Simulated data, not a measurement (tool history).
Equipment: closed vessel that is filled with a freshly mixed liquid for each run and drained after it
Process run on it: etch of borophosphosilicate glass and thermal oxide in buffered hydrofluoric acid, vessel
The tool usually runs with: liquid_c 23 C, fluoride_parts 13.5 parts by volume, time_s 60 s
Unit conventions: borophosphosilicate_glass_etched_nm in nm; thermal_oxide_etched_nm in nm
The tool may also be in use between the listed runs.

run	hour	liquid_c	fluoride_parts	time_s	read-back film thickness of the borophosphosilicate glass reference wafer, read on the same gauge (nm)	read-back film thickness of the thermal oxide reference wafer, read on the same gauge (nm)	borophosphosilicate_glass_etched_nm	thermal_oxide_etched_nm
1	0	23	13.5	60	30.01	99.99	90.93	43.37
2	30.7	23	13.5	60	30.01	100.01	90.86	43.63
3	43.2	23	13.5	60	29.99	99.97	89.85	43.63
4	63.6	23	13.5	60	29.98	100.01	90.18	43.18
5	93.5	23	13.5	60	30.01	99.98	90.08	43.62
6	119.7	23	13.5	60	30.01	99.99	89.94	43.19
7	154.1	23	13.5	60	30.05	100.01	89.76	42.99
# hour 176.9: thermometer replaced
8	187.5	23	13.5	60	30.03	100	89.42	42.81
9	215.6	23	13.5	60	30.01	100	89.2	42.85
# hour 225.4: hydrofluoric acid flow meter replaced
10	235.7	23	13.5	60	29.97	99.98	95.85	45.53
11	266.3	23	13.5	60	30.01	100.01	96.1	45.24
# hour 266.8: gauge calibrated
12	299.7	23	13.5	60	30.01	100.01	95.25	45.38
13	323.1	19.5	13.5	30	30	100.02	39.15	19.04
14	340.5	19	8	45	30.05	99.98	93.18	44.68
15	367.5	23	13.5	60	30.03	100.02	94.98	45.84
16	387.2	23	13.5	60	29.95	99.99	94.85	45.43
17	420.6	23	13.5	70	30.02	99.98	110.41	53.64
18	442.9	28	13.5	80	30	100	165.8	80.1
19	468.9	23	13.5	45	30	99.99	71.12	34.33
20	504.2	27	10.5	95	30	100.03	237.81	113.66

What does the tool deliver on the next run?
21	526.7	23	13.5	40	?	?	?	?

{"run 21": {"read-back film thickness of the borophosphosilicate glass reference wafer, read on the same gauge (nm)": 30.01, "read-back film thickness of the thermal oxide reference wafer, read on the same gauge (nm)": 100.01, "borophosphosilicate_glass_etched_nm": 62.53, "thermal_oxide_etched_nm": 30.01}}
With no hidden state in the tool, this same run would have given borophosphosilicate_glass_etched_nm 63.6 nm, thermal_oxide_etched_nm 30.52 nm.

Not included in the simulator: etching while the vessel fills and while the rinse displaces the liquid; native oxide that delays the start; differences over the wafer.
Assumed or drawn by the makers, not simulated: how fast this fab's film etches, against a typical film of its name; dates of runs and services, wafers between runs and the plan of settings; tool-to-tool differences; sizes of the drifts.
